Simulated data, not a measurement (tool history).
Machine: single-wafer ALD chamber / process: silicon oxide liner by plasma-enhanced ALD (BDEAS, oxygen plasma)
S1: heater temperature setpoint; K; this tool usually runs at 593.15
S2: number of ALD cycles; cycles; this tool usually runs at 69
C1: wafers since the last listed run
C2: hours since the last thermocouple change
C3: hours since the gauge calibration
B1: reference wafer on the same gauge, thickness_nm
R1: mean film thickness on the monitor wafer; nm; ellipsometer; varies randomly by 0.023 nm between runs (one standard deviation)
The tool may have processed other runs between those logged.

run 1 hour=0.0 | S1=593.15 S2=69 | C1=0 C2=2274.0 C3=343.6 | B1=5.166 | R1=6.005
run 2 hour=28.3 | S1=593.15 S2=69 | C1=152 C2=2302.3 C3=371.9 | B1=5.164 | R1=6.016
run 3 hour=48.5 | S1=593.15 S2=69 | C1=108 C2=2322.5 C3=392.1 | B1=5.159 | R1=6.031
run 4 hour=61.9 | S1=588.15 S2=69 | C1=72 C2=2335.9 C3=405.5 | B1=5.157 | R1=6.070
run 5 hour=80.8 | S1=593.15 S2=69 | C1=101 C2=2354.8 C3=424.4 | B1=5.163 | R1=5.982
run 6 hour=99.1 | S1=593.15 S2=69 | C1=98 C2=2373.1 C3=442.7 | B1=5.170 | R1=6.011
run 7 hour=126.2 | S1=593.15 S2=69 | C1=145 C2=2400.2 C3=469.8 | B1=5.151 | R1=5.975
run 8 hour=156.1 | S1=593.15 S2=69 | C1=160 C2=2430.1 C3=499.7 | B1=5.167 | R1=5.989
run 9 hour=186.3 | S1=590.15 S2=73 | C1=162 C2=2460.3 C3=529.9 | B1=5.157 | R1=6.373
run 10 hour=213.8 | S1=593.15 S2=69 | C1=147 C2=2487.8 C3=557.4 | B1=5.155 | R1=5.983
run 11 hour=231.2 | S1=593.15 S2=69 | C1=93 C2=2505.2 C3=574.8 | B1=5.165 | R1=6.023
run 12 hour=250.8 | S1=593.15 S2=76 | C1=105 C2=2524.8 C3=594.4 | B1=5.158 | R1=6.608
run 13 hour=269.9 | S1=593.15 S2=76 | C1=102 C2=2543.9 C3=613.5 | B1=5.160 | R1=6.573
run 14 hour=299.1 | S1=593.15 S2=76 | C1=157 C2=2573.1 C3=642.7 | B1=5.162 | R1=6.635
run 15 hour=318.7 | S1=593.15 S2=69 | C1=105 C2=2592.7 C3=662.3 | B1=5.161 | R1=5.990
-- hour=340.2 thermocouple changed; heater temperature recalibrated
run 16 hour=344.0 | S1=593.15 S2=69 | C1=93 C2=3.8 C3=687.6 | B1=5.161 | R1=5.993
run 17 hour=358.6 | S1=593.15 S2=69 | C1=78 C2=18.4 C3=702.2 | B1=5.160 | R1=5.998
run 18 hour=385.4 | S1=593.15 S2=69 | C1=144 C2=45.2 C3=729.0 | B1=5.158 | R1=6.007
run 19 hour=407.8 | S1=593.15 S2=69 | C1=120 C2=67.6 C3=751.4 | B1=5.164 | R1=6.008
run 20 hour=419.8 | S1=593.15 S2=69 | C1=64 C2=79.6 C3=763.4 | B1=5.161 | R1=6.037
run 21 hour=436.1 | S1=593.15 S2=69 | C1=87 C2=95.9 C3=779.7 | B1=5.160 | R1=6.002
run 22 hour=456.8 | S1=608.15 S2=76 | C1=111 C2=116.6 C3=800.4 | B1=5.158 | R1=6.524
run 23 hour=484.3 | S1=593.15 S2=69 | C1=147 C2=144.1 C3=827.9 | B1=5.161 | R1=6.009
run 24 hour=515.1 | S1=579.15 S2=81 | C1=165 C2=174.9 C3=858.7 | B1=5.161 | R1=7.206
run 25 hour=548.9 | S1=581.15 S2=81 | C1=181 C2=208.7 C3=892.5 | B1=5.163 | R1=7.208
-- hour=549.0 gauge calibrated
run 26 hour=584.0 | S1=593.15 S2=69 | C1=188 C2=243.8 C3=35.0 | B1=5.171 | R1=5.956
run 27 hour=608.0 | S1=593.15 S2=69 | C1=129 C2=267.8 C3=59.0 | B1=5.164 | R1=6.015
run 28 hour=625.9 | S1=598.15 S2=60 | C1=96 C2=285.7 C3=76.9 | B1=5.156 | R1=5.161
run 29 hour=651.4 | S1=593.15 S2=69 | C1=137 C2=311.2 C3=102.4 | B1=5.164 | R1=5.997
run 30 hour=677.5 | S1=580.15 S2=78 | C1=140 C2=337.3 C3=128.5 | B1=5.162 | R1=6.864
run 31 hour=713.0 | S1=608.15 S2=82 | C1=190 C2=372.8 C3=164.0 | B1=5.162 | R1=6.962
run 32 hour=729.1 | S1=582.15 S2=56 | C1=86 C2=388.9 C3=180.1 | B1=5.152 | R1=4.969
run 33 hour=749.0 | S1=583.15 S2=78 | C1=107 C2=408.8 C3=200.0 | B1=5.157 | R1=6.844
run 34 hour=776.0 | S1=593.15 S2=61 | C1=145 C2=435.8 C3=227.0 | B1=5.166 | R1=5.285
run 35 hour=794.6 | S1=593.15 S2=69 | C1=100 C2=454.4 C3=245.6 | B1=5.167 | R1=5.956
run 36 hour=821.7 | S1=593.15 S2=69 | C1=145 C2=481.5 C3=272.7 | B1=5.166 | R1=6.059
run 37 hour=847.6 | S1=593.15 S2=69 | C1=139 C2=507.4 C3=298.6 | B1=5.159 | R1=6.003
run 38 hour=881.6 | S1=607.15 S2=59 | C1=182 C2=541.4 C3=332.6 | B1=5.160 | R1=5.027
run 39 hour=917.5 | S1=579.15 S2=59 | C1=193 C2=577.3 C3=368.5 | B1=5.159 | R1=5.235
run 40 hour=950.5 | S1=586.15 S2=78 | C1=177 C2=610.3 C3=401.5 | B1=5.156 | R1=6.858
run 41 hour=967.9 | S1=582.15 S2=76 | C1=93 C2=627.7 C3=418.9 | B1=5.165 | R1=6.677
run 42 hour=999.4 | S1=593.15 S2=69 | C1=169 C2=659.2 C3=450.4 | B1=5.160 | R1=5.947

Each row is a separate what-if for the run after 42, all from the same tool condition, not one after another. Results?
run A hour=999.9 | S1=593.15 S2=73 | C1=2 C2=659.7 C3=450.9 | B1=? | R1=?
run B hour=999.9 | S1=602.15 S2=69 | C1=2 C2=659.7 C3=450.9 | B1=? | R1=?
run C hour=999.9 | S1=593.15 S2=58 | C1=2 C2=659.7 C3=450.9 | B1=? | R1=?
run D hour=999.9 | S1=599.15 S2=69 | C1=2 C2=659.7 C3=450.9 | B1=? | R1=?
run E hour=999.9 | S1=582.15 S2=83 | C1=2 C2=659.7 C3=450.9 | B1=? | R1=?

run=A B1=5.163 R1=6.337
run=B B1=5.163 R1=5.909
run=C B1=5.163 R1=5.035
run=D B1=5.163 R1=5.936
run=E B1=5.163 R1=7.324
Take away the tool's hidden state, keep each run's random variation, and the runs would have read:
run=A R1=6.337
run=B R1=5.909
run=C R1=5.035
run=D R1=5.936
run=E R1=7.324

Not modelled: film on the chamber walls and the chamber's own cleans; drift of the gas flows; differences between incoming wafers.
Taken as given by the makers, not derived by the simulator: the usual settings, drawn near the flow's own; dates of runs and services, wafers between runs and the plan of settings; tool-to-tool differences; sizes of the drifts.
